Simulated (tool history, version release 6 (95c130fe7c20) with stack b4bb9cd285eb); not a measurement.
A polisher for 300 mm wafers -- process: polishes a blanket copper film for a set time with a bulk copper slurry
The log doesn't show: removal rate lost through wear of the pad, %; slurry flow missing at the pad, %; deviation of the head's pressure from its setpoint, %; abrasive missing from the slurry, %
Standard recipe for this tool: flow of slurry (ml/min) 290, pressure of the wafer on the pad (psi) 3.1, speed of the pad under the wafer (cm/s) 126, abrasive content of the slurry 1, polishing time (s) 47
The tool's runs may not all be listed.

run    hour  flow of slurry (ml/min)  pressure of the wafer on the pad (psi)  speed of the pad under the wafer (cm/s)  abrasive content of the slurry  polishing time (s)  wafers since the last listed run  wafers polished on this pad  hours since the slurry nozzle was cleaned  hours since the head pressure was calibrated  hours since the slurry blender was calibrated  incoming thickness of the incoming film, nm  film removed (nm)
  1       0                      290                                     3.1                                      126                               1                  47                                 0                          322                                       72.8                                        1287.6                                           91.6                                       3742.3              630.6
       17.3  -- head pressure recalibrated
  2   107.6                      290                                     3.1                                      126                               1                  47                               961                         1283                                      180.4                                          90.3                                          199.2                                       3701.1              625.1
  3   150.5                      290                                     2.4                                      126                               1                  37                               390                         1674                                      223.3                                         133.2                                          242.1                                       3675.7              379.7
  4   209.8                      290                                     3.8                                      102                               1                  47                               539                         2214                                      282.6                                         192.5                                          301.4                                       3698.3              611.8
  5   256.5                      290                                     3.8                                      102                               1                  47                               425                         2639                                      329.3                                         239.2                                          348.1                                       3724.9              608.4
      280.3  -- worn pad replaced by a new one
      291.8  -- slurry blender recalibrated
  6   294.3                      290                                     3.1                                      126                               1                  47                               289                          109                                      367.1                                           277                                            2.5                                       3723.5              607.9
      369.9  -- slurry nozzle cleaned
  7     460                      290                                     3.1                                      126                               1                  47                              1499                         1608                                       90.1                                         442.7                                          168.2                                       3754.8                622
  8   496.1                      290                                     3.1                                      126                               1                  47                               328                         1937                                      126.2                                         478.8                                          204.3                                       3739.6              625.5
      542.6  -- worn pad replaced by a new one
  9   543.1                      290                                     3.1                                      126                               1                  47                               391                            4                                      173.2                                         525.8                                          251.3                                       3768.7              624.4
 10   603.1                      290                                     3.1                                      126                               1                  47                               546                          551                                      233.2                                         585.8                                          311.3                                       3688.2              619.4
      655.2  -- slurry blender recalibrated
 11   656.2                      290                                     3.1                                      126                               1                  47                               465                         1016                                      286.3                                         638.9                                              1                                       3687.3              611.5
 12   706.3                      290                                     3.1                                      126                               1                  47                               456                         1472                                      336.4                                           689                                           51.1                                       3665.1              608.5
 13   764.1                      290                                     3.1                                      126                            1.15                  47                               526                         1999                                      394.2                                         746.8                                          108.9                                       3661.1              616.9
      793.4  -- slurry nozzle cleaned
      806.9  -- worn pad replaced by a new one
 14   826.8                      290                                     3.1                                      126                            1.15                  47                               525                          181                                       33.4                                         809.5                                          171.6                                       3693.8              637.9
 15   852.3                      290                                     3.1                                      142                               1                  47                               232                          413                                       58.9                                           835                                          197.1                                       3702.2              707.4
 16   916.9                      290                                     2.2                                      126                               1                  47                               588                         1002                                      123.5                                         899.6                                          261.7                                       3655.4              442.5
 17     963                      290                                     3.1                                      126                             0.7                  39                               419                         1421                                      169.6                                         945.7                                          307.8                                       3712.3              484.6
 18   988.5                      290                                     3.1                                      126                               1                  47                               232                         1654                                      195.1                                         971.2                                          333.3                                       3739.8              615.7
 19  1032.5                      290                                     3.5                                       96                               1                  47                               400                         2054                                      239.1                                        1015.2                                          377.3                                       3724.8              531.6
     1050.7  -- slurry blender recalibrated
     1083.8  -- worn pad replaced by a new one
 20  1093.9                      290                                     3.1                                      166                               1                  47                               504                           91                                      300.5                                        1076.6                                           43.2                                       3670.6              815.6
 21  1122.8                      290                                     3.1                                      126                               1                  47                               263                          355                                      329.4                                        1105.5                                           72.1                                       3694.3              606.1
     1173.1  -- head pressure recalibrated
 22  1191.2                      290                                     3.1                                      126                               1                  47                               604                          959                                      397.8                                          18.1                                          140.5                                       3750.2              594.3
     1197.2  -- slurry nozzle cleaned
 23  1249.7                      290                                     2.5                                      126                               1                  47                               523                         1483                                       52.5                                          76.6                                            199                                       3760.9              499.7
 24  1289.5                      195                                     3.1                                      126                               1                  35                               362                         1845                                       92.3                                         116.4                                          238.8                                       3720.6              444.3
 25  1331.3                      365                                     3.6                                      126                               1                  47                               380                         2226                                      134.1                                         158.2                                          280.6                                       3743.8              739.6
     1381.3  -- worn pad replaced by a new one
 26  1395.3                      340                                     3.1                                      126                               1                  62                               546                          127                                      198.1                                         222.2                                          344.6                                       3705.4              846.1
 27  1432.1                      260                                     3.1                                      126                            0.85                  47                               335                          462                                      234.9                                           259                                          381.4                                       3734.2              597.8
       1443  -- slurry blender recalibrated
 28  1468.7                      290                                     3.1                                      126                               1                  55                               315                          777                                      271.5                                         295.6                                           25.7                                       3685.1              723.8

What if the next run were any one of these 3? Each begins from the tool's condition after run 28:
  A  1469.1                      290                                     3.1                                      126                               1                  47                                 3                          781                                      271.9                                           296                                           26.1                                       3698.3                  ?
  B  1469.1                      290                                     3.1                                      100                               1                  62                                 3                          781                                      271.9                                           296                                           26.1                                       3698.3                  ?
  C  1469.1                      290                                       2                                      126                               1                  47                                 3                          781                                      271.9                                           296                                           26.1                                       3698.3                  ?

run  film removed (nm)
  A              616.6
  B              645.6
  C              397.8
The same runs, with their run-to-run variation unchanged, on a tool lacking any hidden condition would have given:
run  film removed (nm)
  A              627.2
  B              656.6
  C              404.6

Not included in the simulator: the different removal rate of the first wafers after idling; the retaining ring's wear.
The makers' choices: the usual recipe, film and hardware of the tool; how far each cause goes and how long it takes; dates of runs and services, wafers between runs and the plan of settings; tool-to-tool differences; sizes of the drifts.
